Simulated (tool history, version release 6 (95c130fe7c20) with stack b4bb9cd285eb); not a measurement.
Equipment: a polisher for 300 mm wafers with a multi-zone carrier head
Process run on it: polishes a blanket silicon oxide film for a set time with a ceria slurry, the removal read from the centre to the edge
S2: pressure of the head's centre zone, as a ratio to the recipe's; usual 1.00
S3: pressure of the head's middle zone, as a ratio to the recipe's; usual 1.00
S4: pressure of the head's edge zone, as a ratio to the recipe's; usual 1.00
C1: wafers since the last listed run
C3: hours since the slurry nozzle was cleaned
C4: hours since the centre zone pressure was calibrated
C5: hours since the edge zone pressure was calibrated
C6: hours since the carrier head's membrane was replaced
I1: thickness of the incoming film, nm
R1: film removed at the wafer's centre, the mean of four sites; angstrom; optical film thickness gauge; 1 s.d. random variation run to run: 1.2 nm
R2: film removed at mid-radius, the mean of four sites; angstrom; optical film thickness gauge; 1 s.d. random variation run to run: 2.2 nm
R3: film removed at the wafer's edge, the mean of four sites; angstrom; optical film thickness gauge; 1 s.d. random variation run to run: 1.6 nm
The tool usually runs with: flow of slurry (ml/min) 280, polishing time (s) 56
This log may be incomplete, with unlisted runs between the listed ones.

run 1 hour=0.0 | flow_of_slurry_(ml/min)=280 S2=1.00 S3=1.00 S4=1.00 polishing_time_(s)=56 | C1=0 wafers_polished_on_this_pad=662 C3=45.9 C4=1003.6 C5=956.6 C6=311.4 | I1=974.2 | R1=1634 R2=1579 R3=1593
run 2 hour=21.3 | flow_of_slurry_(ml/min)=280 S2=1.00 S3=1.00 S4=1.00 polishing_time_(s)=56 | C1=135 wafers_polished_on_this_pad=798 C3=67.2 C4=1024.9 C5=977.9 C6=332.7 | I1=979.3 | R1=1617 R2=1575 R3=1606
run 3 hour=54.0 | flow_of_slurry_(ml/min)=280 S2=1.00 S3=1.00 S4=1.00 polishing_time_(s)=56 | C1=207 wafers_polished_on_this_pad=1006 C3=99.9 C4=1057.6 C5=1010.6 C6=365.4 | I1=997.3 | R1=1585 R2=1600 R3=1570
run 4 hour=78.6 | flow_of_slurry_(ml/min)=320 S2=1.00 S3=1.05 S4=1.00 polishing_time_(s)=56 | C1=156 wafers_polished_on_this_pad=1162 C3=124.5 C4=1082.2 C5=1035.2 C6=390.0 | I1=996.8 | R1=1587 R2=1636 R3=1597
run 5 hour=94.4 | flow_of_slurry_(ml/min)=280 S2=1.00 S3=1.00 S4=1.00 polishing_time_(s)=56 | C1=100 wafers_polished_on_this_pad=1262 C3=140.3 C4=1098.0 C5=1051.0 C6=405.8 | I1=977.8 | R1=1563 R2=1558 R3=1553
-- hour=124.7 worn pad replaced by a new one
run 6 hour=126.0 | flow_of_slurry_(ml/min)=280 S2=1.00 S3=1.00 S4=1.00 polishing_time_(s)=56 | C1=175 wafers_polished_on_this_pad=8 C3=171.9 C4=1129.6 C5=1082.6 C6=437.4 | I1=1000.6 | R1=1664 R2=1654 R3=1637
run 7 hour=155.8 | flow_of_slurry_(ml/min)=325 S2=1.00 S3=1.00 S4=1.00 polishing_time_(s)=56 | C1=189 wafers_polished_on_this_pad=197 C3=201.7 C4=1159.4 C5=1112.4 C6=467.2 | I1=988.1 | R1=1657 R2=1659 R3=1658
-- hour=172.1 edge zone pressure recalibrated
run 8 hour=173.3 | flow_of_slurry_(ml/min)=325 S2=1.00 S3=1.00 S4=1.00 polishing_time_(s)=56 | C1=98 wafers_polished_on_this_pad=296 C3=219.2 C4=1176.9 C5=1.2 C6=484.7 | I1=993.7 | R1=1661 R2=1655 R3=1656
run 9 hour=197.0 | flow_of_slurry_(ml/min)=280 S2=1.00 S3=1.00 S4=1.00 polishing_time_(s)=56 | C1=150 wafers_polished_on_this_pad=446 C3=242.9 C4=1200.6 C5=24.9 C6=508.4 | I1=983.3 | R1=1650 R2=1588 R3=1605
run 10 hour=212.0 | flow_of_slurry_(ml/min)=280 S2=0.92 S3=1.00 S4=1.00 polishing_time_(s)=56 | C1=95 wafers_polished_on_this_pad=542 C3=257.9 C4=1215.6 C5=39.9 C6=523.4 | I1=994.5 | R1=1516 R2=1603 R3=1644
run 11 hour=232.5 | flow_of_slurry_(ml/min)=280 S2=0.91 S3=0.93 S4=0.91 polishing_time_(s)=56 | C1=130 wafers_polished_on_this_pad=672 C3=278.4 C4=1236.1 C5=60.4 C6=543.9 | I1=975.6 | R1=1480 R2=1526 R3=1536
-- hour=240.3 centre zone pressure recalibrated
-- hour=245.5 carrier head's membrane replaced by a new one, of another model than before
run 12 hour=267.0 | flow_of_slurry_(ml/min)=315 S2=0.92 S3=0.93 S4=1.00 polishing_time_(s)=56 | C1=174 wafers_polished_on_this_pad=847 C3=312.9 C4=26.7 C5=94.9 C6=21.5 | I1=1000.0 | R1=1512 R2=1562 R3=1619
run 13 hour=295.1 | flow_of_slurry_(ml/min)=280 S2=0.90 S3=1.00 S4=1.06 polishing_time_(s)=43 | C1=178 wafers_polished_on_this_pad=1026 C3=341.0 C4=54.8 C5=123.0 C6=49.6 | I1=992.3 | R1=1122 R2=1193 R3=1251

What does the tool deliver on the next run?
-- hour=303.7 slurry nozzle cleaned
-- hour=321.7 worn pad replaced by a new one
run 14 hour=322.2 | flow_of_slurry_(ml/min)=280 S2=1.00 S3=1.00 S4=1.00 polishing_time_(s)=56 | C1=140 wafers_polished_on_this_pad=3 C3=18.5 C4=81.9 C5=150.1 C6=76.7 | I1=977.6 | R1=? R2=? R3=?

R1: 1629 angstrom
R2: 1615 angstrom
R3: 1643 angstrom
Were there no unlogged condition in the tool, this run, its random variation unchanged, would have produced R1 1647 angstrom, R2 1633 angstrom, R3 1661 angstrom.
